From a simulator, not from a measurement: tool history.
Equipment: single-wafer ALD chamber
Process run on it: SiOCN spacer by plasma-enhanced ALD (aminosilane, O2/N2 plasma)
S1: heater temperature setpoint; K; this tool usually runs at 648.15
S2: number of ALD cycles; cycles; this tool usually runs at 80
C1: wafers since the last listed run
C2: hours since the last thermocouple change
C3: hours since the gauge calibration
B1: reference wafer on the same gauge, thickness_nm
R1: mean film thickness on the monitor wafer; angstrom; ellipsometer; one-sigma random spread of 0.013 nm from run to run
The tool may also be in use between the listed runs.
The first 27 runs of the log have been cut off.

run 28 hour=835.2 | S1=648.15 S2=65 | C1=141 C2=445.3 C3=195.0 | B1=4.616 | R1=41.09
run 29 hour=864.4 | S1=633.15 S2=74 | C1=115 C2=474.5 C3=224.2 | B1=4.621 | R1=46.90
run 30 hour=892.7 | S1=641.15 S2=74 | C1=111 C2=502.8 C3=252.5 | B1=4.618 | R1=46.75
run 31 hour=909.1 | S1=648.15 S2=80 | C1=64 C2=519.2 C3=268.9 | B1=4.618 | R1=50.53
run 32 hour=930.0 | S1=642.15 S2=80 | C1=82 C2=540.1 C3=289.8 | B1=4.619 | R1=50.32
run 33 hour=946.4 | S1=659.15 S2=65 | C1=64 C2=556.5 C3=306.2 | B1=4.618 | R1=40.95
run 34 hour=962.4 | S1=659.15 S2=75 | C1=63 C2=572.5 C3=322.2 | B1=4.616 | R1=47.53
run 35 hour=982.1 | S1=654.15 S2=92 | C1=77 C2=592.2 C3=341.9 | B1=4.612 | R1=58.30
run 36 hour=1002.6 | S1=648.15 S2=80 | C1=80 C2=612.7 C3=362.4 | B1=4.610 | R1=50.57
run 37 hour=1023.1 | S1=636.15 S2=65 | C1=80 C2=633.2 C3=382.9 | B1=4.612 | R1=41.09
run 38 hour=1052.8 | S1=635.15 S2=96 | C1=117 C2=662.9 C3=412.6 | B1=4.610 | R1=60.78
run 39 hour=1072.1 | S1=635.15 S2=90 | C1=76 C2=682.2 C3=431.9 | B1=4.607 | R1=56.58
run 40 hour=1092.3 | S1=648.15 S2=80 | C1=79 C2=702.4 C3=452.1 | B1=4.609 | R1=50.39
run 41 hour=1128.3 | S1=643.15 S2=85 | C1=142 C2=738.4 C3=488.1 | B1=4.605 | R1=53.44

5 ways to go on from here, each from the tool as it stands after run 41. What would each give?
run A hour=1128.9 | S1=648.15 S2=80 | C1=2 C2=739.0 C3=488.7 | B1=? | R1=?
run B hour=1128.9 | S1=656.15 S2=70 | C1=2 C2=739.0 C3=488.7 | B1=? | R1=?
run C hour=1128.9 | S1=633.15 S2=95 | C1=2 C2=739.0 C3=488.7 | B1=? | R1=?
run D hour=1128.9 | S1=638.15 S2=89 | C1=2 C2=739.0 C3=488.7 | B1=? | R1=?
run E hour=1128.9 | S1=660.15 S2=92 | C1=2 C2=739.0 C3=488.7 | B1=? | R1=?

run=A B1=4.605 R1=50.50
run=B B1=4.605 R1=44.19
run=C B1=4.605 R1=59.97
run=D B1=4.605 R1=56.19
run=E B1=4.605 R1=58.08
With the hidden condition removed and each run's random variation left untouched, the same runs would have given:
run=A R1=50.77
run=B R1=44.43
run=C R1=60.29
run=D R1=56.48
run=E R1=58.39
